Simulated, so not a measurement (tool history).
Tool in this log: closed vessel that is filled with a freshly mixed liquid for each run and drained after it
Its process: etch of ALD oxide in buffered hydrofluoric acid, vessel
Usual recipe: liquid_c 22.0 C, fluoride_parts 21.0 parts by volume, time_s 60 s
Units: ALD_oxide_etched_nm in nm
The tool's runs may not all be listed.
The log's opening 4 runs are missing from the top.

run,hour,liquid_c,fluoride_parts,time_s,"read-back film thickness of the ALD oxide reference wafer, read on the same gauge (nm)",ALD_oxide_etched_nm
5,261.4,22.0,21.0,60,71.54,35.91
6,296.4,22.0,21.0,75,71.46,44.95
7,366.4,22.0,21.0,75,71.47,45.16
8,415.0,22.0,21.0,60,71.55,35.90
9,476.3,22.0,21.0,60,71.52,35.94
# hour 494.8: thermometer replaced
10,545.9,22.0,21.0,60,71.55,35.99
# hour 554.1: gauge calibrated
11,589.8,22.0,16.0,40,70.10,30.53
12,637.5,25.5,14.5,60,70.20,60.85
13,668.8,22.0,21.0,60,70.33,35.33
14,722.2,19.5,21.0,60,70.42,30.64
15,758.4,19.5,21.0,60,70.55,31.01
16,784.3,25.0,15.0,90,70.62,86.12
17,848.3,18.5,27.0,60,70.74,24.59
18,874.0,24.0,18.0,60,70.78,46.00
19,904.2,22.0,21.0,60,70.85,35.67
20,969.4,22.0,15.5,60,70.90,47.44
21,1028.5,17.0,21.0,90,71.00,40.22
22,1065.1,27.0,27.0,60,71.08,39.63
# hour 1074.6: hydrofluoric acid flow meter replaced
23,1137.0,22.0,14.0,60,71.08,52.54

Run 24 is up next; what results do you expect?
24,1162.0,24.5,13.0,40,?,?

Run 24 measured read-back film thickness of the ALD oxide reference wafer, read on the same gauge (nm) 71.15, ALD_oxide_etched_nm 43.20 nm.
Were there no unlogged condition in the tool, this run, its random variation unchanged, would have produced ALD_oxide_etched_nm 42.50 nm.
